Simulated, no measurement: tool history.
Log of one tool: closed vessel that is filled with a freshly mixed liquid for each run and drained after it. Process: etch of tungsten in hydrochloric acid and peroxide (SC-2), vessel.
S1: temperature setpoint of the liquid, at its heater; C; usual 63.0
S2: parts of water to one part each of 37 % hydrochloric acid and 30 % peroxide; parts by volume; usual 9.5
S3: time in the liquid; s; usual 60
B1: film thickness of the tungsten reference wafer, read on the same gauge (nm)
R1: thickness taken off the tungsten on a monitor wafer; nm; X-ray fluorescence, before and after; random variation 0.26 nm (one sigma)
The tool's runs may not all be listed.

| run | day | S1 | S2 | S3 | B1 | R1 |
|---|---|---|---|---|---|---|
| 1 | 0.000 | 63.0 | 7.5 | 60 | 100.01 | 35.88 |
|  | 0.646 | thermometer replaced |
| 2 | 4.283 | 63.0 | 9.5 | 60 | 99.99 | 29.41 |
| 3 | 6.050 | 63.0 | 9.5 | 60 | 99.98 | 30.17 |
| 4 | 9.912 | 63.0 | 9.5 | 60 | 100.01 | 29.86 |
| 5 | 12.454 | 63.0 | 9.5 | 60 | 100.00 | 30.01 |
| 6 | 16.250 | 63.0 | 9.5 | 60 | 100.00 | 30.40 |
| 7 | 20.771 | 63.0 | 9.5 | 60 | 100.02 | 30.17 |
|  | 21.004 | thermometer replaced |
| 8 | 23.483 | 63.0 | 9.5 | 60 | 100.01 | 30.35 |
|  | 26.542 | new drum of peroxide connected |
| 9 | 27.883 | 63.0 | 9.5 | 60 | 99.99 | 30.69 |
| 10 | 30.150 | 63.0 | 9.5 | 60 | 100.00 | 30.08 |
| 11 | 34.288 | 63.0 | 9.5 | 60 | 99.99 | 30.48 |
|  | 35.925 | gauge calibrated |
|  | 38.000 | chemicals flow meter replaced |
| 12 | 40.175 | 63.0 | 9.5 | 60 | 100.02 | 28.93 |
|  | 41.842 | thermometer replaced |
| 13 | 41.908 | 63.0 | 14.5 | 50 | 100.00 | 16.99 |
| 14 | 44.904 | 54.5 | 5.0 | 90 | 100.00 | 42.07 |
| 15 | 47.788 | 53.0 | 13.5 | 40 | 99.99 | 7.61 |
| 16 | 51.046 | 65.5 | 6.5 | 40 | 100.00 | 30.81 |
| 17 | 53.604 | 72.0 | 5.0 | 45 | 100.00 | 61.39 |

The next listed run, before its measurement:
| 18 | 56.296 | 63.0 | 8.0 | 80 | ? | ? |

Run 18 gave B1 100.00, R1 44.82 nm.
Without the tool's hidden state the same run would have given R1 44.00 nm.
